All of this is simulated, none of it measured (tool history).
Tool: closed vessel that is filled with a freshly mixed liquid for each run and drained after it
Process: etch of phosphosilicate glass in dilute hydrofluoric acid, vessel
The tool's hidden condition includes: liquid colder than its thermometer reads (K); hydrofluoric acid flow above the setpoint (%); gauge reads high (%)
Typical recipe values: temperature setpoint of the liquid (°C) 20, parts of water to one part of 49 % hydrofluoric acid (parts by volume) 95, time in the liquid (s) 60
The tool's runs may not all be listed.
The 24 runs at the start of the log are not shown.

run	hour	temperature setpoint of the liquid (°C)	parts of water to one part of 49 % hydrofluoric acid (parts by volume)	time in the liquid (s)	wafers since the last listed run	hours since the thermometer was replaced	hours since the hydrofluoric acid flow meter was replaced	hours since the gauge calibration	read-back film thickness of the phosphosilicate glass reference wafer, read on the same gauge (nm)	thickness taken off the phosphosilicate glass on a monitor wafer (Å)
25	323	20	95	60	1545	53	202.1	197.5	80.01	705.5
26	329	17	95	60	702	59	208.1	203.5	80.03	615.2
27	343.6	20	130	80	1709	73.6	222.7	218.1	80.01	668.7
28	358.7	17.5	110	75	1768	88.7	237.8	233.2	80	672.3
29	365.7	17	110	60	819	95.7	244.8	240.2	79.97	536.3
30	382.5	24	95	45	1967	112.5	261.6	257	80.03	618.2
31	394.6	17	115	95	1417	124.6	273.7	269.1	79.99	794.9
32	403.7	23	135	70	1065	133.7	282.8	278.2	80.01	625.5
33	416.1	20	95	60	1452	146.1	295.2	290.6	80.04	702.8

Each row is a separate what-if for the run after 33, all from the same tool condition, not one after another. Results?
A	416.8	20	95	85	81	146.8	295.9	291.3	?	?
B	416.8	17	80	30	81	146.8	295.9	291.3	?	?
C	416.8	24.5	130	90	81	146.8	295.9	291.3	?	?

run	read-back film thickness of the phosphosilicate glass reference wafer, read on the same gauge (nm)	thickness taken off the phosphosilicate glass on a monitor wafer (Å)
A	79.98	998.6
B	79.98	374.9
C	79.98	889.4
Without the tool's unlogged condition, the same runs would have read:
run	thickness taken off the phosphosilicate glass on a monitor wafer (Å)
A	959.7
B	360.5
C	853.4

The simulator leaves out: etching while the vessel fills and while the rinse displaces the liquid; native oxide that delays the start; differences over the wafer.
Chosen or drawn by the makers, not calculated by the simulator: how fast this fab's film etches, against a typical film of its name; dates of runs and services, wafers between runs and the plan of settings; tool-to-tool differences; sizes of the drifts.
